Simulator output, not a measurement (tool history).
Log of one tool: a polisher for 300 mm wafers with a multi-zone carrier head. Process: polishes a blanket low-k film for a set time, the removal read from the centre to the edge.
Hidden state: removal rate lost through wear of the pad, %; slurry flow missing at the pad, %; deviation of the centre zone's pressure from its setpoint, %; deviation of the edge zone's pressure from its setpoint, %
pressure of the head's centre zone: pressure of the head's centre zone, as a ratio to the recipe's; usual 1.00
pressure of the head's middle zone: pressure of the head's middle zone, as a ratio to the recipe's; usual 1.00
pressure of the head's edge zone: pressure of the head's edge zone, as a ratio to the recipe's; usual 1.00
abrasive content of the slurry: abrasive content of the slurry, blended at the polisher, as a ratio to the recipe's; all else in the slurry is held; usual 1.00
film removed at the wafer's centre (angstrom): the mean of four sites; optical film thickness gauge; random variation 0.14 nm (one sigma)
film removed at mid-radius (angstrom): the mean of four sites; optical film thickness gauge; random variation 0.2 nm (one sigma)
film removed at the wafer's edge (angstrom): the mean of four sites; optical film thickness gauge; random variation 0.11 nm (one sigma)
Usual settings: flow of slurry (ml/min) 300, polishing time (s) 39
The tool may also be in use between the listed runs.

run	hour	flow of slurry (ml/min)	pressure of the head's centre zone	pressure of the head's middle zone	pressure of the head's edge zone	abrasive content of the slurry	polishing time (s)	wafers since the last listed run	wafers polished on this pad	hours since the slurry nozzle was cleaned	hours since the centre zone pressure was calibrated	hours since the edge zone pressure was calibrated	hours since the carrier head's membrane was replaced	incoming thickness of the incoming film, nm	film removed at the wafer's centre (angstrom)	film removed at mid-radius (angstrom)	film removed at the wafer's edge (angstrom)
1	0.0	300	1.00	1.00	1.00	1.00	39	0	1178	233.9	44.3	41.7	14.0	686.0	159	165	167
2	31.9	275	1.00	1.00	1.00	1.00	39	543	1721	265.8	76.2	73.6	45.9	694.3	155	165	166
3	48.8	275	1.00	1.00	1.00	1.00	39	288	2010	282.7	93.1	90.5	62.8	685.9	157	163	165
# hour 57.5: slurry nozzle cleaned
4	76.4	275	1.00	1.00	1.00	1.00	39	453	2463	18.9	120.7	118.1	90.4	688.8	167	173	173
# hour 82.0: worn pad replaced by a new one
5	104.9	300	1.00	0.92	1.00	1.00	39	417	390	47.4	149.2	146.6	118.9	693.8	166	163	173
6	118.1	300	1.00	0.92	1.00	1.00	39	225	615	60.6	162.4	159.8	132.1	697.0	166	159	172
7	130.4	300	1.00	1.00	1.00	1.00	39	209	824	72.9	174.7	172.1	144.4	693.2	167	170	173
8	148.2	300	1.00	1.00	1.00	1.00	39	303	1128	90.7	192.5	189.9	162.2	680.5	163	172	169
9	167.0	300	1.00	0.90	0.89	0.85	39	320	1448	109.5	211.3	208.7	181.0	676.5	152	149	151
10	185.3	300	1.00	1.00	1.00	1.00	39	311	1760	127.8	229.6	227.0	199.3	700.4	165	163	169
11	210.7	300	1.00	1.00	1.00	1.00	39	433	2193	153.2	255.0	252.4	224.7	692.7	161	170	168
# hour 233.8: worn pad replaced by a new one
12	246.0	300	1.00	1.00	1.00	1.00	39	533	207	188.5	290.3	287.7	260.0	682.2	159	163	166
13	260.1	300	0.94	1.00	1.00	1.00	39	240	448	202.6	304.4	301.8	274.1	689.5	150	165	167
14	296.1	300	1.00	1.00	1.00	1.00	39	613	1062	238.6	340.4	337.8	310.1	699.0	157	165	166
15	321.5	220	1.10	1.00	1.09	1.15	39	433	1495	264.0	365.8	363.2	335.5	701.8	168	160	174
16	338.0	270	0.94	1.00	1.00	1.00	39	281	1776	280.5	382.3	379.7	352.0	686.6	147	160	165
# hour 347.5: slurry nozzle cleaned
17	370.6	300	1.06	1.00	1.00	0.80	39	538	2315	23.1	414.9	412.3	384.6	690.7	165	158	159
# hour 402.2: worn pad replaced by a new one
18	406.5	360	1.00	1.00	1.00	1.00	39	543	74	59.0	450.8	448.2	420.5	682.1	170	175	176
19	431.5	300	0.94	1.04	1.00	1.00	39	426	500	84.0	475.8	473.2	445.5	689.6	156	173	171
20	466.5	300	0.89	0.91	0.90	1.25	39	596	1096	119.0	510.8	508.2	480.5	683.7	158	172	178
21	493.2	300	0.97	0.97	1.00	1.00	39	455	1552	145.7	537.5	534.9	507.2	692.2	156	162	168
22	514.1	275	1.00	1.00	1.00	1.00	39	356	1908	166.6	558.4	555.8	528.1	697.8	155	167	165

Forecast each of these 4 alternatives for the next run:
A	514.5	300	1.03	1.00	1.00	1.00	39	6	1915	167.0	558.8	556.2	528.5	699.1	?	?	?
B	514.5	405	1.00	1.00	1.00	1.00	45	6	1915	167.0	558.8	556.2	528.5	699.1	?	?	?
C	514.5	240	0.92	1.06	1.00	1.20	39	6	1915	167.0	558.8	556.2	528.5	699.1	?	?	?
D	514.5	300	0.92	1.00	1.00	1.00	28	6	1915	167.0	558.8	556.2	528.5	699.1	?	?	?

run	film removed at the wafer's centre (angstrom)	film removed at mid-radius (angstrom)	film removed at the wafer's edge (angstrom)
A	166	167	169
B	194	201	201
C	151	178	175
D	106	120	121
Without the tool's hidden state the same runs would have given:
run	film removed at the wafer's centre (angstrom)	film removed at mid-radius (angstrom)	film removed at the wafer's edge (angstrom)
A	177	177	176
B	204	210	207
C	164	192	185
D	113	127	127
